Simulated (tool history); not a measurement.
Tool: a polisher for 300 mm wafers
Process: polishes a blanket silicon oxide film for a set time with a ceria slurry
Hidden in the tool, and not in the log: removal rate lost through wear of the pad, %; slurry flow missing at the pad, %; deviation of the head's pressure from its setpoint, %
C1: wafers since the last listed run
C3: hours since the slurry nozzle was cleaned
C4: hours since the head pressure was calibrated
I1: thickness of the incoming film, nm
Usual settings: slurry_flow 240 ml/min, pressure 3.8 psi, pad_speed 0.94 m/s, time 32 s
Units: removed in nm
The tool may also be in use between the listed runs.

{"run": 1, "hour": 0.0, "slurry_flow": 240, "pressure": 3.2, "pad_speed": 0.94, "time": 32, "C1": 0, "wafers polished on this pad": 67, "C3": 533.4, "C4": 185, "I1": 1638.6, "removed": 123.8}
{"run": 2, "hour": 78.1, "slurry_flow": 240, "pressure": 3.8, "pad_speed": 0.94, "time": 32, "C1": 596, "wafers polished on this pad": 664, "C3": 611.5, "C4": 263.1, "I1": 1620, "removed": 151.4}
{"hour": 148.2, "done": "slurry nozzle cleaned"}
{"run": 3, "hour": 165.4, "slurry_flow": 240, "pressure": 3.8, "pad_speed": 0.94, "time": 32, "C1": 659, "wafers polished on this pad": 1324, "C3": 17.2, "C4": 350.4, "I1": 1659.2, "removed": 146.8}
{"hour": 228.3, "done": "head pressure recalibrated"}
{"run": 4, "hour": 247.3, "slurry_flow": 240, "pressure": 3.8, "pad_speed": 0.94, "time": 32, "C1": 610, "wafers polished on this pad": 1934, "C3": 99.1, "C4": 19, "I1": 1626.7, "removed": 150.3}
{"run": 5, "hour": 319.9, "slurry_flow": 175, "pressure": 3, "pad_speed": 0.94, "time": 32, "C1": 554, "wafers polished on this pad": 2489, "C3": 171.7, "C4": 91.6, "I1": 1655.5, "removed": 112.6}
{"hour": 406.0, "done": "worn pad replaced by a new one"}
{"run": 6, "hour": 637.8, "slurry_flow": 175, "pressure": 3, "pad_speed": 0.94, "time": 32, "C1": 2399, "wafers polished on this pad": 1771, "C3": 489.6, "C4": 409.5, "I1": 1639, "removed": 112.5}
{"run": 7, "hour": 675.4, "slurry_flow": 175, "pressure": 3, "pad_speed": 0.94, "time": 32, "C1": 287, "wafers polished on this pad": 2058, "C3": 527.2, "C4": 447.1, "I1": 1630, "removed": 111.9}
{"run": 8, "hour": 714.2, "slurry_flow": 240, "pressure": 3.8, "pad_speed": 0.94, "time": 32, "C1": 296, "wafers polished on this pad": 2355, "C3": 566, "C4": 485.9, "I1": 1614.5, "removed": 148.6}
{"run": 9, "hour": 756.9, "slurry_flow": 240, "pressure": 4.1, "pad_speed": 0.94, "time": 35, "C1": 326, "wafers polished on this pad": 2681, "C3": 608.7, "C4": 528.6, "I1": 1603.5, "removed": 173.2}
{"hour": 779.3, "done": "head pressure recalibrated"}
{"run": 10, "hour": 827.6, "slurry_flow": 240, "pressure": 4.1, "pad_speed": 0.94, "time": 35, "C1": 525, "wafers polished on this pad": 3206, "C3": 679.4, "C4": 48.3, "I1": 1615.7, "removed": 176.9}
{"hour": 910.5, "done": "worn pad replaced by a new one"}
{"run": 11, "hour": 918.4, "slurry_flow": 240, "pressure": 3.8, "pad_speed": 0.94, "time": 32, "C1": 663, "wafers polished on this pad": 60, "C3": 770.2, "C4": 139.1, "I1": 1637.5, "removed": 148.6}
{"hour": 927.2, "done": "slurry nozzle cleaned"}
{"run": 12, "hour": 1001.7, "slurry_flow": 240, "pressure": 3.8, "pad_speed": 0.94, "time": 32, "C1": 629, "wafers polished on this pad": 689, "C3": 74.5, "C4": 222.4, "I1": 1656.1, "removed": 146.8}
{"run": 13, "hour": 1065.2, "slurry_flow": 240, "pressure": 3.8, "pad_speed": 0.94, "time": 32, "C1": 485, "wafers polished on this pad": 1174, "C3": 138, "C4": 285.9, "I1": 1633.5, "removed": 146.5}
{"run": 14, "hour": 1102.7, "slurry_flow": 240, "pressure": 3.8, "pad_speed": 0.94, "time": 32, "C1": 286, "wafers polished on this pad": 1461, "C3": 175.5, "C4": 323.4, "I1": 1610.9, "removed": 148.7}
{"run": 15, "hour": 1157.2, "slurry_flow": 240, "pressure": 3.8, "pad_speed": 0.94, "time": 32, "C1": 416, "wafers polished on this pad": 1877, "C3": 230, "C4": 377.9, "I1": 1616.3, "removed": 150.1}
{"hour": 1231.7, "done": "head pressure recalibrated"}
{"run": 16, "hour": 1242.4, "slurry_flow": 240, "pressure": 3.8, "pad_speed": 0.94, "time": 32, "C1": 635, "wafers polished on this pad": 2513, "C3": 315.2, "C4": 10.7, "I1": 1636.1, "removed": 151.8}
{"run": 17, "hour": 1340.9, "slurry_flow": 265, "pressure": 2.7, "pad_speed": 1.18, "time": 22, "C1": 752, "wafers polished on this pad": 3266, "C3": 413.7, "C4": 109.2, "I1": 1648, "removed": 92.6}
{"hour": 1419.2, "done": "worn pad replaced by a new one"}
{"run": 18, "hour": 1439.4, "slurry_flow": 240, "pressure": 3.8, "pad_speed": 1.16, "time": 32, "C1": 722, "wafers polished on this pad": 154, "C3": 512.2, "C4": 207.7, "I1": 1620.9, "removed": 185.8}
{"run": 19, "hour": 1509.2, "slurry_flow": 240, "pressure": 3.8, "pad_speed": 0.94, "time": 35, "C1": 533, "wafers polished on this pad": 687, "C3": 582, "C4": 277.5, "I1": 1618, "removed": 164.2}
{"run": 20, "hour": 1555.2, "slurry_flow": 240, "pressure": 2.6, "pad_speed": 0.64, "time": 32, "C1": 351, "wafers polished on this pad": 1039, "C3": 628, "C4": 323.5, "I1": 1630.7, "removed": 69.2}
{"run": 21, "hour": 1632.3, "slurry_flow": 315, "pressure": 4.6, "pad_speed": 0.72, "time": 39, "C1": 589, "wafers polished on this pad": 1628, "C3": 705.1, "C4": 400.6, "I1": 1627.5, "removed": 172.8}
{"hour": 1676.2, "done": "slurry nozzle cleaned"}
{"hour": 1676.6, "done": "head pressure recalibrated"}
{"run": 22, "hour": 1677.1, "slurry_flow": 175, "pressure": 3, "pad_speed": 0.94, "time": 32, "C1": 331, "wafers polished on this pad": 1960, "C3": 0.9, "C4": 0.5, "I1": 1619.6, "removed": 113.8}
{"run": 23, "hour": 1712.5, "slurry_flow": 240, "pressure": 2.8, "pad_speed": 0.68, "time": 32, "C1": 270, "wafers polished on this pad": 2230, "C3": 36.3, "C4": 35.9, "I1": 1633.6, "removed": 78.1}
{"run": 24, "hour": 1749.6, "slurry_flow": 240, "pressure": 3.8, "pad_speed": 0.94, "time": 32, "C1": 283, "wafers polished on this pad": 2514, "C3": 73.4, "C4": 73, "I1": 1638.1, "removed": 151.4}
{"run": 25, "hour": 1799.5, "slurry_flow": 165, "pressure": 3.8, "pad_speed": 0.74, "time": 27, "C1": 381, "wafers polished on this pad": 2895, "C3": 123.3, "C4": 122.9, "I1": 1629.6, "removed": 93.8}
{"run": 26, "hour": 1857.0, "slurry_flow": 290, "pressure": 3.2, "pad_speed": 0.82, "time": 24, "C1": 439, "wafers polished on this pad": 3335, "C3": 180.8, "C4": 180.4, "I1": 1624.9, "removed": 84.8}
{"hour": 1875.9, "done": "worn pad replaced by a new one"}
{"run": 27, "hour": 1936.1, "slurry_flow": 240, "pressure": 3.1, "pad_speed": 0.8, "time": 32, "C1": 574, "wafers polished on this pad": 459, "C3": 259.9, "C4": 259.5, "I1": 1633.5, "removed": 102.9}
{"run": 28, "hour": 1976.4, "slurry_flow": 240, "pressure": 3.8, "pad_speed": 0.94, "time": 32, "C1": 308, "wafers polished on this pad": 767, "C3": 300.2, "C4": 299.8, "I1": 1652.3, "removed": 149.3}
{"run": 29, "hour": 2066.2, "slurry_flow": 240, "pressure": 4.3, "pad_speed": 1.1, "time": 39, "C1": 686, "wafers polished on this pad": 1454, "C3": 390, "C4": 389.6, "I1": 1601.9, "removed": 237.3}
{"hour": 2149.9, "done": "head pressure recalibrated"}
{"run": 30, "hour": 2150.4, "slurry_flow": 180, "pressure": 4.6, "pad_speed": 0.94, "time": 26, "C1": 628, "wafers polished on this pad": 2082, "C3": 474.2, "C4": 0.5, "I1": 1617.7, "removed": 141.4}
{"run": 31, "hour": 2231.1, "slurry_flow": 240, "pressure": 3.8, "pad_speed": 0.94, "time": 32, "C1": 616, "wafers polished on this pad": 2699, "C3": 554.9, "C4": 81.2, "I1": 1632.5, "removed": 148.1}
{"run": 32, "hour": 2308.7, "slurry_flow": 175, "pressure": 3.1, "pad_speed": 0.94, "time": 32, "C1": 593, "wafers polished on this pad": 3292, "C3": 632.5, "C4": 158.8, "I1": 1642.6, "removed": 116.5}
{"hour": 2391.6, "done": "worn pad replaced by a new one"}
{"run": 33, "hour": 2399.9, "slurry_flow": 240, "pressure": 3.8, "pad_speed": 0.94, "time": 25, "C1": 666, "wafers polished on this pad": 63, "C3": 723.7, "C4": 250, "I1": 1634.7, "removed": 116.7}

5 ways to go on from here, each from the tool as it stands after run 33. What would each give?
{"run": "A", "hour": 2400.3, "slurry_flow": 240, "pressure": 3.8, "pad_speed": 0.94, "time": 27, "C1": 3, "wafers polished on this pad": 66, "C3": 724.1, "C4": 250.4, "I1": 1621.6, "removed": "?"}
{"run": "B", "hour": 2400.3, "slurry_flow": 270, "pressure": 3.8, "pad_speed": 0.94, "time": 32, "C1": 3, "wafers polished on this pad": 66, "C3": 724.1, "C4": 250.4, "I1": 1621.6, "removed": "?"}
{"run": "C", "hour": 2400.3, "slurry_flow": 240, "pressure": 3.8, "pad_speed": 0.94, "time": 36, "C1": 3, "wafers polished on this pad": 66, "C3": 724.1, "C4": 250.4, "I1": 1621.6, "removed": "?"}
{"run": "D", "hour": 2400.3, "slurry_flow": 240, "pressure": 3.8, "pad_speed": 0.7, "time": 25, "C1": 3, "wafers polished on this pad": 66, "C3": 724.1, "C4": 250.4, "I1": 1621.6, "removed": "?"}
{"run": "E", "hour": 2400.3, "slurry_flow": 240, "pressure": 3.8, "pad_speed": 0.94, "time": 21, "C1": 3, "wafers polished on this pad": 66, "C3": 724.1, "C4": 250.4, "I1": 1621.6, "removed": "?"}

run=A removed=127.6
run=B removed=153
run=C removed=170.2
run=D removed=88
run=E removed=99.3
Without the tool's hidden state the same runs would have given:
run=A removed=127.6
run=B removed=153
run=C removed=170.2
run=D removed=88
run=E removed=99.3

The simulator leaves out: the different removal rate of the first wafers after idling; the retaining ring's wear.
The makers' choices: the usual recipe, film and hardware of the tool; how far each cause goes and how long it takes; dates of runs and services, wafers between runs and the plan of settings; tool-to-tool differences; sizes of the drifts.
